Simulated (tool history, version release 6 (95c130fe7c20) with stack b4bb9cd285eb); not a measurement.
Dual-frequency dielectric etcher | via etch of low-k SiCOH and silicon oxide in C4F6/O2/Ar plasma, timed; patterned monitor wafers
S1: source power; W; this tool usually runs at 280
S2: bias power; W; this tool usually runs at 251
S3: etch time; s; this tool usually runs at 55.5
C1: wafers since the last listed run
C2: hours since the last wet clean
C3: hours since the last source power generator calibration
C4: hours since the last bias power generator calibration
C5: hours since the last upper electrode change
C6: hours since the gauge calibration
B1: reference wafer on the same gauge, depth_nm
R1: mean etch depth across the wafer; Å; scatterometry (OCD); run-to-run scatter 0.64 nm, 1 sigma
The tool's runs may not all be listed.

Run 1, day 0.000: usual settings but S1 260 W, S2 221 W; C1 0; C2 0.5; C3 3661.7; C4 3358.8; C5 3584.8; C6 592.8; B1 149.7. Result: R1 1454 Å.
Run 2, day 0.850: usual settings but S3 49.0 s; C1 238; C2 20.9; C3 3682.1; C4 3379.2; C5 3605.2; C6 613.2; B1 149.6. Result: R1 1363 Å.
At day 2.250: upper electrode replaced.
Run 3, day 2.271: usual settings but S3 49.0 s; C1 117; C2 55.0; C3 3716.2; C4 3413.3; C5 0.5; C6 647.3; B1 150.2. Result: R1 1369 Å.
Run 4, day 2.283: usual settings but S3 49.5 s; C1 3; C2 55.3; C3 3716.5; C4 3413.6; C5 0.8; C6 647.6; B1 149.8. Result: R1 1378 Å.
At day 2.642: bias power generator calibrated.
Run 5, day 4.888: usual settings but S3 49.5 s; C1 682; C2 117.8; C3 3779.0; C4 53.9; C5 63.3; C6 710.1; B1 150.1. Result: R1 1391 Å.
Run 6, day 8.083: usual settings; C1 895; C2 194.5; C3 3855.7; C4 130.6; C5 140.0; C6 786.8; B1 150.8. Result: R1 1553 Å.
Run 7, day 8.904: usual settings; C1 229; C2 214.2; C3 3875.4; C4 150.3; C5 159.7; C6 806.5; B1 150.9. Result: R1 1549 Å.
Run 8, day 10.079: usual settings; C1 329; C2 242.4; C3 3903.6; C4 178.5; C5 187.9; C6 834.7; B1 150.8. Result: R1 1572 Å.
Run 9, day 10.708: usual settings but S1 260 W, S2 221 W; C1 176; C2 257.5; C3 3918.7; C4 193.6; C5 203.0; C6 849.8; B1 151.2. Result: R1 1465 Å.
Run 10, day 11.821: usual settings but S1 320 W, S2 279 W, S3 66.0 s; C1 311; C2 284.2; C3 3945.4; C4 220.3; C5 229.7; C6 876.5; B1 151.0. Result: R1 2002 Å.
Run 11, day 13.042: usual settings; C1 342; C2 313.5; C3 3974.7; C4 249.6; C5 259.0; C6 905.8; B1 151.2. Result: R1 1567 Å.
Run 12, day 14.496: usual settings but S1 260 W, S2 221 W; C1 407; C2 348.4; C3 4009.6; C4 284.5; C5 293.9; C6 940.7; B1 151.5. Result: R1 1480 Å.
Run 13, day 15.962: usual settings but S1 300 W, S2 302 W; C1 410; C2 383.6; C3 4044.8; C4 319.7; C5 329.1; C6 975.9; B1 152.0. Result: R1 1697 Å.
Run 14, day 16.529: usual settings but S1 300 W, S3 64.0 s; C1 158; C2 397.2; C3 4058.4; C4 333.3; C5 342.7; C6 989.5; B1 151.9. Result: R1 1864 Å.
At day 16.792: source power generator calibrated.
Run 15, day 17.462: usual settings but S1 300 W, S2 302 W; C1 214; C2 419.6; C3 16.1; C4 355.7; C5 365.1; C6 1011.9; B1 152.0. Result: R1 1690 Å.
Run 16, day 18.292: usual settings but S1 210 W, S2 194 W, S3 71.5 s; C1 232; C2 439.5; C3 36.0; C4 375.6; C5 385.0; C6 1031.8; B1 151.9. Result: R1 1715 Å.
Run 17, day 19.088: usual settings but S1 250 W, S2 291 W, S3 60.0 s; C1 222; C2 458.6; C3 55.1; C4 394.7; C5 404.1; C6 1050.9; B1 152.0. Result: R1 1719 Å.
At day 19.504: gauge calibrated.
Run 18, day 19.708: usual settings but S1 320 W; C1 173; C2 473.5; C3 70.0; C4 409.6; C5 419.0; C6 4.9; B1 145.8. Result: R1 1567 Å.
At day 21.112: wet clean of the chamber.
Run 19, day 21.204: usual settings but S3 60.5 s; C1 138; C2 2.2; C3 105.9; C4 445.5; C5 454.9; C6 40.8; B1 146.0. Result: R1 1657 Å.
Run 20, day 21.904: usual settings but S1 340 W, S2 234 W, S3 43.5 s; C1 196; C2 19.0; C3 122.7; C4 462.3; C5 471.7; C6 57.6; B1 146.0. Result: R1 1241 Å.
Run 21, day 22.775: usual settings but S3 44.5 s; C1 243; C2 39.9; C3 143.6; C4 483.2; C5 492.6; C6 78.5; B1 146.4. Result: R1 1208 Å.
Run 22, day 24.262: usual settings; C1 416; C2 75.6; C3 179.3; C4 518.9; C5 528.3; C6 114.2; B1 146.5. Result: R1 1524 Å.
Run 23, day 25.300: usual settings but S1 250 W, S2 273 W, S3 40.0 s; C1 290; C2 100.5; C3 204.2; C4 543.8; C5 553.2; C6 139.1; B1 146.5. Result: R1 1078 Å.
Run 24, day 26.708: usual settings; C1 394; C2 134.3; C3 238.0; C4 577.6; C5 587.0; C6 172.9; B1 146.9. Result: R1 1525 Å.
Run 25, day 27.929: usual settings but S1 340 W, S3 39.5 s; C1 342; C2 163.6; C3 267.3; C4 606.9; C5 616.3; C6 202.2; B1 147.2. Result: R1 1159 Å.
Run 26, day 28.546: usual settings but S2 213 W; C1 172; C2 178.4; C3 282.1; C4 621.7; C5 631.1; C6 217.0; B1 146.7. Result: R1 1443 Å.
Run 27, day 30.900: usual settings but S2 192 W, S3 67.0 s; C1 659; C2 234.9; C3 338.6; C4 678.2; C5 687.6; C6 273.5; B1 147.4. Result: R1 1708 Å.
Run 28, day 32.188: usual settings but S1 250 W, S2 273 W, S3 40.0 s; C1 360; C2 265.8; C3 369.5; C4 709.1; C5 718.5; C6 304.4; B1 147.6. Result: R1 1088 Å.
Run 29, day 33.050: usual settings but S1 310 W, S2 275 W, S3 47.0 s; C1 241; C2 286.5; C3 390.2; C4 729.8; C5 739.2; C6 325.1; B1 147.4. Result: R1 1383 Å.

Below are 5 alternative next runs, each starting from the tool's condition after run 29. Predict each:
Run A, day 33.067: usual settings; C1 4; C2 286.9; C3 390.6; C4 730.2; C5 739.6; C6 325.5; B1 ?. Result: R1 ?.
Run B, day 33.067: usual settings but S1 240 W, S3 42.0 s; C1 4; C2 286.9; C3 390.6; C4 730.2; C5 739.6; C6 325.5; B1 ?. Result: R1 ?.
Run C, day 33.067: usual settings but S1 220 W, S2 314 W, S3 43.0 s; C1 4; C2 286.9; C3 390.6; C4 730.2; C5 739.6; C6 325.5; B1 ?. Result: R1 ?.
Run D, day 33.067: usual settings but S1 340 W, S3 39.0 s; C1 4; C2 286.9; C3 390.6; C4 730.2; C5 739.6; C6 325.5; B1 ?. Result: R1 ?.
Run E, day 33.067: usual settings but S2 279 W; C1 4; C2 286.9; C3 390.6; C4 730.2; C5 739.6; C6 325.5; B1 ?. Result: R1 ?.

run     B1    R1
  A  147.6  1527
  B  147.6  1099
  C  147.6  1171
  D  147.6  1145
  E  147.6  1575
Had the tool no hidden state, the same runs would have come out as:
run    R1
  A  1510
  B  1087
  C  1158
  D  1132
  E  1557
